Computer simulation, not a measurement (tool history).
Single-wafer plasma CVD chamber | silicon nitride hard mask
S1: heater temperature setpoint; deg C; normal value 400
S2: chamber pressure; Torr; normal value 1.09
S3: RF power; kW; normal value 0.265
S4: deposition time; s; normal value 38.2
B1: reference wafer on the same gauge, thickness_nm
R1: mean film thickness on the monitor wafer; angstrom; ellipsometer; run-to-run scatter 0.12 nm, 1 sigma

run 1 hour=0 | S1=400 S2=0.99 S3=0.265 S4=38.2 | B1=34.075 | R1=356.89
run 2 hour=33.4 | S1=400 S2=0.99 S3=0.265 S4=38.2 | B1=34.091 | R1=358.25
run 3 hour=50.9 | S1=394 S2=1.09 S3=0.265 S4=38.2 | B1=34.072 | R1=371.12
run 4 hour=82.7 | S1=400 S2=1.09 S3=0.265 S4=38.2 | B1=34.103 | R1=367.49
run 5 hour=104.2 | S1=400 S2=1.09 S3=0.265 S4=38.2 | B1=34.165 | R1=369.85
-- hour=117.6 gauge calibrated
run 6 hour=122.2 | S1=400 S2=1.16 S3=0.265 S4=32.3 | B1=34.108 | R1=316.81
run 7 hour=190 | S1=400 S2=1.16 S3=0.265 S4=32.3 | B1=34.119 | R1=317.21
run 8 hour=213 | S1=400 S2=1.16 S3=0.265 S4=32.3 | B1=34.063 | R1=318.48
run 9 hour=245.9 | S1=400 S2=1.09 S3=0.265 S4=38.2 | B1=34.098 | R1=369.38
run 10 hour=272.6 | S1=400 S2=1.09 S3=0.265 S4=38.2 | B1=34.074 | R1=369.23
run 11 hour=307.1 | S1=400 S2=1.09 S3=0.265 S4=31.9 | B1=34.123 | R1=307.39
run 12 hour=332.3 | S1=400 S2=0.95 S3=0.265 S4=38.2 | B1=34.128 | R1=352.42
run 13 hour=357.4 | S1=400 S2=1.09 S3=0.265 S4=38.2 | B1=34.132 | R1=369.4
run 14 hour=371.1 | S1=396 S2=0.94 S3=0.28 S4=38.2 | B1=34.089 | R1=372.65
-- hour=382.2 showerhead replaced
run 15 hour=400.2 | S1=400 S2=1.09 S3=0.265 S4=38.2 | B1=34.12 | R1=368.43
run 16 hour=428.8 | S1=400 S2=0.91 S3=0.29 S4=38.2 | B1=34.108 | R1=380.72
-- hour=446.9 RF generator calibrated
run 17 hour=463 | S1=393 S2=0.88 S3=0.265 S4=31.2 | B1=34.131 | R1=283.76
-- hour=481.4 capacitance manometer re-zeroed and calibrated
run 18 hour=493.9 | S1=400 S2=1.09 S3=0.265 S4=38.2 | B1=34.086 | R1=367.26
run 19 hour=509.7 | S1=400 S2=1.09 S3=0.265 S4=38.2 | B1=34.102 | R1=369.52
run 20 hour=535 | S1=400 S2=1.09 S3=0.265 S4=38.2 | B1=34.112 | R1=368.64
run 21 hour=547 | S1=400 S2=1.27 S3=0.265 S4=31.8 | B1=34.095 | R1=321.54
-- hour=556.8 thermocouple changed; heater temperature recalibrated
run 22 hour=578.4 | S1=400 S2=0.85 S3=0.265 S4=42 | B1=34.119 | R1=378.17
run 23 hour=609 | S1=400 S2=1.26 S3=0.265 S4=38.2 | B1=34.137 | R1=382.23
run 24 hour=644.2 | S1=414 S2=1.35 S3=0.265 S4=41.3 | B1=34.092 | R1=421.42
run 25 hour=675.6 | S1=410 S2=1.19 S3=0.265 S4=32.8 | B1=34.054 | R1=322.82
run 26 hour=696.7 | S1=400 S2=0.91 S3=0.215 S4=38.2 | B1=34.068 | R1=281.59
run 27 hour=710.8 | S1=400 S2=1.26 S3=0.23 S4=38.2 | B1=34.111 | R1=334.5
run 28 hour=773.7 | S1=400 S2=1.29 S3=0.315 S4=44.8 | B1=34.117 | R1=529.32
run 29 hour=799.7 | S1=400 S2=1.09 S3=0.265 S4=34.8 | B1=34.108 | R1=335.7

What will run 30 give?
run 30 hour=828.9 | S1=400 S2=0.92 S3=0.285 S4=35.1 | B1=? | R1=?

{"run 30": {"B1": 34.111, "R1": 344.82}}
Minus the tool's unlogged condition, the same run would have read R1 344.82 angstrom.

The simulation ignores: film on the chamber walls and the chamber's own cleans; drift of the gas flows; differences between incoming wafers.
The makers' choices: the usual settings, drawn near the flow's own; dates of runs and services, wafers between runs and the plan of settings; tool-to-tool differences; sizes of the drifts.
